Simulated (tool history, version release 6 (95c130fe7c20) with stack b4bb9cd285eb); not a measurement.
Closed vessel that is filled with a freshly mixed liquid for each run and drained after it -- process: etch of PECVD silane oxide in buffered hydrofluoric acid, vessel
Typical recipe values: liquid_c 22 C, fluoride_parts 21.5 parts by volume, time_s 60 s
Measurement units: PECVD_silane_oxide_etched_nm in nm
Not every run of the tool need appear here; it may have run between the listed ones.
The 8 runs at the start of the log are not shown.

run   hour  liquid_c  fluoride_parts  time_s  wafers since the last listed run  hours since the thermometer was replaced  hours since the hydrofluoric acid flow meter was replaced  hours since the gauge calibration  read-back film thickness of the PECVD silane oxide reference wafer, read on the same gauge (nm)  PECVD_silane_oxide_etched_nm
  9  201.8        25            21.5      75                              2797                                     645.1                                                        842                              242.5                                                                                           129.97                          76.8
 10  220.9        22            21.5      60                              2364                                     664.2                                                      861.1                              261.6                                                                                           130.01                         52.33
 11  319.7        22            21.5      60                             12231                                       763                                                      959.9                              360.4                                                                                           129.99                         52.69
 12  343.4        22            17.5      60                              2933                                     786.7                                                      983.6                              384.1                                                                                           130.01                          63.4
 13  368.7        22            17.5      60                              3132                                       812                                                     1008.9                              409.4                                                                                           129.98                         63.03
 14  400.2        22            17.5      60                              3899                                     843.5                                                     1040.4                              440.9                                                                                              130                         63.12
     499.7  -- hydrofluoric acid flow meter replaced
 15  504.5        20            21.5      60                             12788                                     947.8                                                        4.8                              545.2                                                                                              130                         47.14
 16    530        25            21.5      60                              3156                                     973.3                                                       30.3                              570.7                                                                                              130                         62.23
 17  562.5        22            21.5      60                              4023                                    1005.8                                                       62.8                              603.2                                                                                           130.01                         53.11
 18  597.9        22            21.5      45                              4382                                    1041.2                                                       98.2                              638.6                                                                                              130                         39.74
 19  625.1        25            21.5      85                              3367                                    1068.4                                                      125.4                              665.8                                                                                           129.99                          88.4
 20  653.9        22              15      60                              3565                                    1097.2                                                      154.2                              694.6                                                                                              130                         73.65
     659.6  -- gauge calibrated
 21  671.8        18            21.5      60                              2215                                    1115.1                                                      172.1                               12.2                                                                                              130                         42.44
 22    694      18.5              26      75                              2748                                    1137.3                                                      194.3                               34.4                                                                                              130                         47.86
 23  724.4        20            18.5      75                              3763                                    1167.7                                                      224.7                               64.8                                                                                           129.98                         67.39
     762.4  -- thermometer replaced
 24  809.7        22            21.5      60                             10436                                      47.3                                                        310                              150.1                                                                                              130                         51.51
 25  830.3        18            13.5      30                              2550                                      67.9                                                      330.6                              170.7                                                                                           130.02                         31.77
 26  853.8        22            21.5      60                              2909                                      91.4                                                      354.1                              194.2                                                                                           129.99                         51.57
 27  888.4        22            21.5      60                              4283                                       126                                                      388.7                              228.8                                                                                              130                          51.7
 28    916      26.5              26      40                              3416                                     153.6                                                      416.3                              256.4                                                                                           129.98                         38.47
 29  935.6      17.5              25      35                              2426                                     173.2                                                      435.9                                276                                                                                              130                         21.09
 30  954.1      19.5              24      35                              2290                                     191.7                                                      454.4                              294.5                                                                                           129.97                         24.38
 31  978.7        25            21.5      75                              3045                                     216.3                                                        479                              319.1                                                                                           129.98                         76.62

Here are 4 independent what-if runs from the current tool condition. What would each one return?
  A  979.4        22            16.5      60                                86                                       217                                                      479.7                              319.8                                                                                                ?                             ?
  B  979.4        22            21.5      40                                86                                       217                                                      479.7                              319.8                                                                                                ?                             ?
  C  979.4        18            23.5      70                                86                                       217                                                      479.7                              319.8                                                                                                ?                             ?
  D  979.4      24.5              15      70                                86                                       217                                                      479.7                              319.8                                                                                                ?                             ?

run  read-back film thickness of the PECVD silane oxide reference wafer, read on the same gauge (nm)  PECVD_silane_oxide_etched_nm
  A                                                                                           129.99                         65.61
  B                                                                                           129.99                         34.42
  C                                                                                           129.99                         45.26
  D                                                                                           129.99                         96.43
With no hidden state in the tool, these same runs would have given:
run  PECVD_silane_oxide_etched_nm
  A                         64.93
  B                         34.06
  C                         44.77
  D                         95.44
